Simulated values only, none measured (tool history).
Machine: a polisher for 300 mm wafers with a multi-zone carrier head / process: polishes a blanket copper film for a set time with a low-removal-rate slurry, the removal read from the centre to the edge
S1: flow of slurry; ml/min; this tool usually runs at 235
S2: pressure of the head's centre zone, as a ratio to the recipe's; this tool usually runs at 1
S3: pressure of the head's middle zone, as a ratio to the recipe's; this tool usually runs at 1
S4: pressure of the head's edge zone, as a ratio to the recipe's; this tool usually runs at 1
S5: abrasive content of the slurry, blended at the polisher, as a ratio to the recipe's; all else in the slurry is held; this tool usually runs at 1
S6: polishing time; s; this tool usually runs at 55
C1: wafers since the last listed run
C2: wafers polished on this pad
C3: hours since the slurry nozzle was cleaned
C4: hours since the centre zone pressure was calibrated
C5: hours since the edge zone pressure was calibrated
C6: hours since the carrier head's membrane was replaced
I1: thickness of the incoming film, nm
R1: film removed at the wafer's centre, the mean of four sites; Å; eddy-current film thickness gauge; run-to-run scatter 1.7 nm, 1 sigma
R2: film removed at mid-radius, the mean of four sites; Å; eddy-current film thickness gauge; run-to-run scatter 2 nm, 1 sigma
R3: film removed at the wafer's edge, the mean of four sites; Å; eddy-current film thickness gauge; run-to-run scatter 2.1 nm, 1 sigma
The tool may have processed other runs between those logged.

Run 1, hour 0: usual settings; C1 0; C2 594; C3 247.7; C4 394.3; C5 202.8; C6 1134.5; I1 1028.8. Result: R1 2428 Å, R2 2368 Å, R3 2350 Å.
At hour 65.8: centre zone pressure recalibrated.
At hour 223.2: edge zone pressure recalibrated.
At hour 232.3: slurry nozzle cleaned.
Run 2, hour 238.3: usual settings; C1 2344; C2 2939; C3 6; C4 172.5; C5 15.1; C6 1372.8; I1 1037.6. Result: R1 2452 Å, R2 2360 Å, R3 2325 Å.
At hour 251.9: carrier head's membrane replaced by a new one.
At hour 349.3: worn pad replaced by a new one.
Run 3, hour 350.7: usual settings; C1 1039; C2 14; C3 118.4; C4 284.9; C5 127.5; C6 98.8; I1 1047.1. Result: R1 2438 Å, R2 2340 Å, R3 2350 Å.
Run 4, hour 416.6: usual settings; C1 662; C2 676; C3 184.3; C4 350.8; C5 193.4; C6 164.7; I1 1040.4. Result: R1 2425 Å, R2 2415 Å, R3 2329 Å.
Run 5, hour 498.5: usual settings; C1 823; C2 1499; C3 266.2; C4 432.7; C5 275.3; C6 246.6; I1 1020. Result: R1 2453 Å, R2 2392 Å, R3 2330 Å.
At hour 510: centre zone pressure recalibrated.
Run 6, hour 553.6: usual settings but S6 62 s; C1 533; C2 2033; C3 321.3; C4 43.6; C5 330.4; C6 301.7; I1 1042.3. Result: R1 2761 Å, R2 2740 Å, R3 2618 Å.
At hour 638.3: edge zone pressure recalibrated.
Run 7, hour 657.9: usual settings but S6 62 s; C1 1028; C2 3061; C3 425.6; C4 147.9; C5 19.6; C6 406; I1 1060.8. Result: R1 2706 Å, R2 2742 Å, R3 2653 Å.
Run 8, hour 716.9: usual settings; C1 592; C2 3654; C3 484.6; C4 206.9; C5 78.6; C6 465; I1 1049.3. Result: R1 2443 Å, R2 2376 Å, R3 2306 Å.
At hour 769.9: slurry nozzle cleaned.
Run 9, hour 803.5: usual settings but S6 66 s; C1 860; C2 4514; C3 33.6; C4 293.5; C5 165.2; C6 551.6; I1 1019.6. Result: R1 2924 Å, R2 2887 Å, R3 2803 Å.
At hour 841.9: worn pad replaced by a new one.
Run 10, hour 893.4: usual settings but S2 1.05; C1 863; C2 517; C3 123.5; C4 383.4; C5 255.1; C6 641.5; I1 1036.2. Result: R1 2534 Å, R2 2395 Å, R3 2319 Å.
At hour 898.8: centre zone pressure recalibrated.
Run 11, hour 992: usual settings but S2 0.89, S5 0.9; C1 970; C2 1488; C3 222.1; C4 93.2; C5 353.7; C6 740.1; I1 1037. Result: R1 2135 Å, R2 2360 Å, R3 2322 Å.
Run 12, hour 1029.5: usual settings; C1 376; C2 1865; C3 259.6; C4 130.7; C5 391.2; C6 777.6; I1 1058.8. Result: R1 2436 Å, R2 2412 Å, R3 2350 Å.
At hour 1044.4: edge zone pressure recalibrated.
Run 13, hour 1113.9: usual settings but S2 0.89, S5 0.7; C1 828; C2 2693; C3 344; C4 215.1; C5 69.5; C6 862; I1 1031.5. Result: R1 2020 Å, R2 2212 Å, R3 2196 Å.
Run 14, hour 1164: usual settings but S2 0.89, S5 0.9; C1 503; C2 3197; C3 394.1; C4 265.2; C5 119.6; C6 912.1; I1 1059.7. Result: R1 2111 Å, R2 2362 Å, R3 2252 Å.
Run 15, hour 1215.2: usual settings; C1 514; C2 3711; C3 445.3; C4 316.4; C5 170.8; C6 963.3; I1 1028.7. Result: R1 2451 Å, R2 2392 Å, R3 2315 Å.
At hour 1252: slurry nozzle cleaned.
Run 16, hour 1260.5: usual settings but S2 0.89, S5 0.7; C1 445; C2 4157; C3 8.5; C4 361.7; C5 216.1; C6 1008.6; I1 1057.9. Result: R1 2012 Å, R2 2226 Å, R3 2204 Å.
At hour 1267.4: worn pad replaced by a new one.
Run 17, hour 1339.5: usual settings but S2 0.89, S5 0.9; C1 753; C2 724; C3 87.5; C4 440.7; C5 295.1; C6 1087.6; I1 1058.5. Result: R1 2130 Å, R2 2298 Å, R3 2282 Å.
At hour 1357.1: centre zone pressure recalibrated.
Run 18, hour 1408.7: usual settings but S1 270 ml/min, S2 1.07, S6 73 s; C1 675; C2 1399; C3 156.7; C4 51.6; C5 364.3; C6 1156.8; I1 1038.9. Result: R1 3503 Å, R2 3213 Å, R3 3100 Å.
At hour 1495.8: edge zone pressure recalibrated.
Run 19, hour 1499.3: usual settings but S3 1.09, S6 48 s; C1 890; C2 2290; C3 247.3; C4 142.2; C5 3.5; C6 1247.4; I1 1025.7. Result: R1 2122 Å, R2 2218 Å, R3 2036 Å.
Run 20, hour 1595.1: usual settings but S1 170 ml/min, S2 0.89, S3 1.09, S4 1.1; C1 962; C2 3253; C3 343.1; C4 238; C5 99.3; C6 1343.2; I1 1044.2. Result: R1 2089 Å, R2 2437 Å, R3 2378 Å.
Run 21, hour 1633.5: usual settings but S5 1.3; C1 385; C2 3638; C3 381.5; C4 276.4; C5 137.7; C6 1381.6; I1 1054.6. Result: R1 2564 Å, R2 2532 Å, R3 2450 Å.
Run 22, hour 1718.1: usual settings but S6 48 s; C1 850; C2 4489; C3 466.1; C4 361; C5 222.3; C6 1466.2; I1 1041.6. Result: R1 2140 Å, R2 2087 Å, R3 2028 Å.

Below are 3 alternative next runs, each starting from the tool's condition after run 22. Predict each:
Run A, hour 1718.5: usual settings but S6 61 s; C1 4; C2 4493; C3 466.5; C4 361.4; C5 222.7; C6 1466.6; I1 1050. Result: R1 ?, R2 ?, R3 ?.
Run B, hour 1718.5: usual settings but S1 185 ml/min, S3 0.94; C1 4; C2 4493; C3 466.5; C4 361.4; C5 222.7; C6 1466.6; I1 1050. Result: R1 ?, R2 ?, R3 ?.
Run C, hour 1718.5: usual settings but S3 0.94, S5 0.75, S6 49 s; C1 4; C2 4493; C3 466.5; C4 361.4; C5 222.7; C6 1466.6; I1 1050. Result: R1 ?, R2 ?, R3 ?.

run    R1    R2    R3
  A  2711  2653  2587
  B  2364  2233  2283
  C  2057  1937  1965
The same runs, with their run-to-run variation unchanged, on a tool lacking any hidden condition would have given:
run    R1    R2    R3
  A  2711  2653  2587
  B  2364  2233  2283
  C  2057  1937  1965
